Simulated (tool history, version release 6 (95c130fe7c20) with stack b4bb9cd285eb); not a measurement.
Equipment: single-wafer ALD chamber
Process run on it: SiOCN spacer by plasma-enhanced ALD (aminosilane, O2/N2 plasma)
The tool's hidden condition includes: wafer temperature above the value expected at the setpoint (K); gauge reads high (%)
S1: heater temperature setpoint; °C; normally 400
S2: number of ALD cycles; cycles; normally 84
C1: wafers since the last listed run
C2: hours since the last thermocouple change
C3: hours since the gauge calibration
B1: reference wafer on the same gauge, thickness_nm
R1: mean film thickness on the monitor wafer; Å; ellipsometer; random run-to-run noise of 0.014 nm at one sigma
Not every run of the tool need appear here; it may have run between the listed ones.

run,day,S1,S2,C1,C2,C3,B1,R1
1,0.000,400,84,0,2499.9,17.7,4.993,54.22
2,0.471,400,84,35,2511.2,29.0,4.986,54.02
3,0.758,400,84,21,2518.1,35.9,4.985,54.15
4,1.067,400,84,23,2525.5,43.3,4.987,54.16
5,1.362,400,84,22,2532.6,50.4,4.989,54.34
6,2.038,400,84,50,2548.8,66.6,4.988,54.29
7,2.362,400,84,24,2556.6,74.4,4.988,54.15
8,2.942,400,84,43,2570.5,88.3,4.983,54.37
9,3.675,400,84,54,2588.1,105.9,4.985,54.15
10,4.704,400,84,77,2612.8,130.6,4.980,54.13
11,5.192,400,84,36,2624.5,142.3,4.980,54.20
12,5.721,400,84,39,2637.2,155.0,4.974,54.03
13,6.333,400,84,45,2651.9,169.7,4.973,54.29
14,6.617,400,84,21,2658.7,176.5,4.971,54.00
15,7.254,400,84,47,2674.0,191.8,4.968,54.02
16,7.533,400,80,20,2680.7,198.5,4.968,51.37
17,8.000,400,80,34,2691.9,209.7,4.970,51.52
18,8.292,400,80,21,2698.9,216.7,4.964,51.54
# day 8.975: thermocouple changed; heater temperature recalibrated
19,9.012,394,84,29,0.9,234.0,4.962,53.95
20,9.654,400,84,48,16.3,249.4,4.956,53.99
21,9.912,400,84,19,22.5,255.6,4.954,53.86
22,10.608,400,84,52,39.2,272.3,4.952,53.66
23,11.067,400,84,34,50.2,283.3,4.949,53.74
24,11.446,393,77,28,59.3,292.4,4.944,49.15
25,12.108,393,96,49,75.2,308.3,4.942,61.39
26,12.538,400,84,32,85.5,318.6,4.939,53.69
27,13.046,400,84,38,97.7,330.8,4.934,53.66
28,13.696,406,84,48,113.3,346.4,4.927,52.48
29,14.288,390,69,44,127.5,360.6,4.920,43.87
30,14.917,400,84,47,142.6,375.7,4.916,53.60
31,15.371,400,84,33,153.5,386.6,4.914,53.40
32,15.783,400,84,30,163.4,396.5,4.910,53.50
33,16.346,387,75,42,176.9,410.0,4.908,47.83
34,17.083,386,84,55,194.6,427.7,4.900,53.08
# day 18.338: gauge calibrated
35,18.812,400,77,129,236.1,11.4,4.993,49.70
36,19.562,400,84,56,254.1,29.4,4.993,54.32
37,19.838,408,79,20,260.7,36.0,4.994,50.02
38,20.275,411,98,32,271.2,46.5,4.990,61.14
39,20.788,400,84,38,283.5,58.8,4.990,54.23
40,21.083,400,84,22,290.6,65.9,4.992,54.20
41,21.817,390,71,54,308.2,83.5,4.988,45.89
42,22.262,400,73,33,318.9,94.2,4.992,46.91
43,22.921,389,94,49,334.7,110.0,4.984,60.75
44,23.442,400,84,38,347.2,122.5,4.984,54.19
45,24.142,400,100,52,364.0,139.3,4.985,64.38
46,24.892,395,67,56,382.0,157.3,4.980,43.25
47,25.592,396,94,52,398.8,174.1,4.977,60.49
48,25.917,406,84,24,406.6,181.9,4.976,53.06

Some steps in R1, run to run, broken into two amounts with sign: the step expected even without the hidden condition (settings, incoming material, random variation), and the rest, left for the hidden condition together with whatever gauge scatter is not in both the measured and the hidden-condition-free result:
Run 29 -> 30: S1 390 -> 400, S2 69 -> 84. R1 +9.73 Å: hidden state -0.18, all else +9.91.
Run 33 -> 34: S1 387 -> 386, S2 75 -> 84. R1 +5.25 Å: hidden state -0.18, all else +5.43.
Run 34 -> 35: S1 386 -> 400, S2 84 -> 77, gauge calibrated. R1 -3.38 Å: hidden state +1.04, all else -4.42.
Run 42 -> 43: S1 400 -> 389, S2 73 -> 94. R1 +13.84 Å: hidden state -0.02, all else +13.86.
Run 45 -> 46: S1 400 -> 395, S2 100 -> 67. R1 -21.13 Å: hidden state +0.01, all else -21.14.
Run 46 -> 47: S1 395 -> 396, S2 67 -> 94. R1 +17.24 Å: hidden state -0.07, all else +17.31.
